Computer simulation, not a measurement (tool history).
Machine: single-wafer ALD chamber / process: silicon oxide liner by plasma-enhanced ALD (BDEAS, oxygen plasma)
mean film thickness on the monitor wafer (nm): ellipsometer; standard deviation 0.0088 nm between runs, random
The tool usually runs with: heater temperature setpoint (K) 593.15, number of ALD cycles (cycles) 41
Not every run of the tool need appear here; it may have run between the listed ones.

run    hour  heater temperature setpoint (K)  number of ALD cycles (cycles)  wafers since the last listed run  hours since the last thermocouple change  hours since the gauge calibration  read-back reference wafer on the same gauge, thickness_nm  mean film thickness on the monitor wafer (nm)
  1       0                           593.15                             41                                 0                                    1638.9                             1295.1                                                      3.612                                          3.522
  2    62.4                           593.15                             41                               718                                    1701.3                             1357.5                                                       3.61                                          3.509
  3   114.3                           593.15                             41                               597                                    1753.2                             1409.4                                                       3.61                                          3.518
  4   222.1                           593.15                             47                              1241                                      1861                             1517.2                                                       3.61                                          4.051
  5   319.4                           593.15                             47                              1120                                    1958.3                             1614.5                                                      3.612                                          4.048
  6   378.7                           593.15                             47                               683                                    2017.6                             1673.8                                                      3.612                                           4.05
  7   415.1                           593.15                             41                               419                                      2054                             1710.2                                                      3.609                                          3.512
      416.1  -- gauge calibrated
  8   519.3                           593.15                             41                              1200                                    2158.2                              103.2                                                      3.612                                          3.515
  9   614.1                           593.15                             41                              1091                                      2253                                198                                                      3.613                                          3.509
 10   692.6                           593.15                             41                               904                                    2331.5                              276.5                                                      3.613                                          3.519
 11   759.6                           593.15                             41                               771                                    2398.5                              343.5                                                       3.61                                            3.5
 12   857.5                           593.15                             41                              1127                                    2496.4                              441.4                                                      3.609                                          3.505
 13   932.6                           593.15                             41                               865                                    2571.5                              516.5                                                      3.609                                          3.483
 14  1025.9                           593.15                             41                              1074                                    2664.8                              609.8                                                      3.607                                          3.514
 15  1128.7                           604.15                             41                              1184                                    2767.6                              712.6                                                       3.61                                          3.442
     1181.6  -- thermocouple changed; heater temperature recalibrated
 16  1182.1                           604.15                             41                               522                                       0.5                                766                                                      3.611                                          3.476
 17  1217.5                           593.15                             41                               407                                      35.9                              801.4                                                      3.609                                          3.521
 18  1266.9                           593.15                             41                               569                                      85.3                              850.8                                                      3.613                                          3.552
 19  1367.6                           584.15                             44                              1159                                       186                              951.5                                                      3.614                                          3.846
 20    1450                           593.15                             41                               949                                     268.4                             1033.9                                                       3.61                                          3.537
 21  1545.2                           593.15                             41                              1096                                     363.6                             1129.1                                                      3.609                                          3.556
 22  1623.5                           593.15                             41                               901                                     441.9                             1207.4                                                      3.611                                          3.537
 23  1696.8                           593.15                             41                               844                                     515.2                             1280.7                                                      3.609                                           3.54
 24  1750.7                           584.15                             36                               620                                     569.1                             1334.6                                                      3.608                                          3.147
 25  1850.2                           578.15                             46                              1146                                     668.6                             1434.1                                                      3.608                                          4.052
 26  1903.9                           605.15                             45                               618                                     722.3                             1487.8                                                      3.611                                          3.805
     1937.6  -- gauge calibrated
 27  1966.6                           579.15                             43                               722                                       785                                 29                                                      3.607                                          3.794
 28  2072.5                           584.15                             34                              1219                                     890.9                              134.9                                                      3.612                                          2.972
 29  2147.5                           598.15                             49                               863                                     965.9                              209.9                                                      3.613                                          4.201
 30  2212.9                           593.15                             41                               753                                    1031.3                              275.3                                                      3.608                                           3.54
 31    2264                           589.15                             33                               588                                    1082.4                              326.4                                                      3.613                                           2.87
 32  2329.2                           582.15                             35                               751                                    1147.6                              391.6                                                      3.607                                           3.06
 33  2419.7                           599.15                             43                              1042                                    1238.1                              482.1                                                      3.613                                          3.643
 34  2506.6                           602.15                             41                              1000                                      1325                                569                                                       3.61                                          3.479
 35  2588.3                           593.15                             41                               941                                    1406.7                              650.7                                                       3.61                                          3.535
 36    2645                           593.15                             41                               653                                    1463.4                              707.4                                                      3.612                                          3.526
 37  2703.8                           581.15                             37                               677                                    1522.2                              766.2                                                      3.607                                          3.245
 38  2765.5                           589.15                             33                               710                                    1583.9                              827.9                                                       3.61                                          2.854
 39  2803.2                           585.15                             39                               434                                    1621.6                              865.6                                                      3.609                                          3.392
 40  2839.3                           608.15                             45                               415                                    1657.7                              901.7                                                       3.61                                           3.79
 41  2940.6                           593.15                             41                              1166                                      1759                               1003                                                      3.612                                          3.542
 42  2985.9                           593.15                             41                               521                                    1804.3                             1048.3                                                      3.611                                          3.526
 43    3086                           598.15                             36                              1153                                    1904.4                             1148.4                                                      3.609                                          3.063
 44  3149.7                           580.15                             38                               733                                    1968.1                             1212.1                                                      3.609                                          3.323
 45    3256                           579.15                             47                              1224                                    2074.4                             1318.4                                                       3.61                                            4.1
 46  3294.9                           593.15                             41                               448                                    2113.3                             1357.3                                                       3.61                                          3.519

Each row is a separate what-if for the run after 46, all from the same tool condition, not one after another. Results?
  A  3295.4                           593.15                             37                                 5                                    2113.8                             1357.8                                                          ?                                              ?
  B  3295.4                           579.15                             39                                 5                                    2113.8                             1357.8                                                          ?                                              ?
  C  3295.4                           606.15                             41                                 5                                    2113.8                             1357.8                                                          ?                                              ?

run  read-back reference wafer on the same gauge, thickness_nm  mean film thickness on the monitor wafer (nm)
  A                                                      3.613                                          3.154
  B                                                      3.613                                          3.394
  C                                                      3.613                                          3.428
What these runs would have given with no unlogged condition in the tool:
run  mean film thickness on the monitor wafer (nm)
  A                                           3.17
  B                                           3.41
  C                                          3.445
